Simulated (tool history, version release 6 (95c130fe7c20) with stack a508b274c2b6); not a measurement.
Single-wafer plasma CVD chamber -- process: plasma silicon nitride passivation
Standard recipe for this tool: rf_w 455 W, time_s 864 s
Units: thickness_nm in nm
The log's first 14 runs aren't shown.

run,hour,rf_w,time_s,"read-back reference wafer on the same gauge, thickness_nm",thickness_nm
15,205.9,455,972,1090.113,1417.037
16,232.6,455,864,1090.545,1260.675
17,245.8,455,999,1090.362,1457.967
18,254.9,455,999,1089.909,1456.738
19,267.9,455,864,1090.021,1260.645
# hour 277.8: RF generator calibrated
20,280.1,455,864,1090.423,1245.487
21,297.6,515,1000,1089.931,1492.797
22,313.5,455,805,1090.066,1161.919
23,320.3,455,864,1090.34,1247.045
# hour 333.3: gauge calibrated
24,337.3,490,727,1089.826,1069.635
# hour 357.1: showerhead replaced
# hour 362.1: RF generator calibrated, repeated, since the last time left the tool worse
25,362.6,500,818,1090.143,1242.361
26,368.7,420,912,1089.796,1328.291
27,386,455,864,1089.738,1280.765
28,394.8,490,969,1090.412,1466.582
29,406.2,455,864,1090.489,1280.994
30,415.4,480,812,1089.74,1222.718
31,427.6,400,776,1089.961,1111.888
32,444.8,455,864,1090.082,1279.869
33,456.8,520,975,1090.102,1499.568
34,465.6,425,704,1089.725,1022.654
35,472.5,365,791,1090.03,1105.664
36,480.4,455,864,1089.681,1282.113

4 options for the next run, each taken on its own from the tool as it stands now. Forecast them:
A,481,455,864,?,?
B,481,480,1016,?,?
C,481,500,960,?,?
D,481,380,864,?,?

run,"read-back reference wafer on the same gauge, thickness_nm",thickness_nm
A,1089.805,1283.323
B,1089.805,1531.363
C,1089.805,1463.291
D,1089.805,1222.197
Without the tool's hidden state the same runs would have given:
run,thickness_nm
A,1285.247
B,1533.659
C,1465.486
D,1224.03
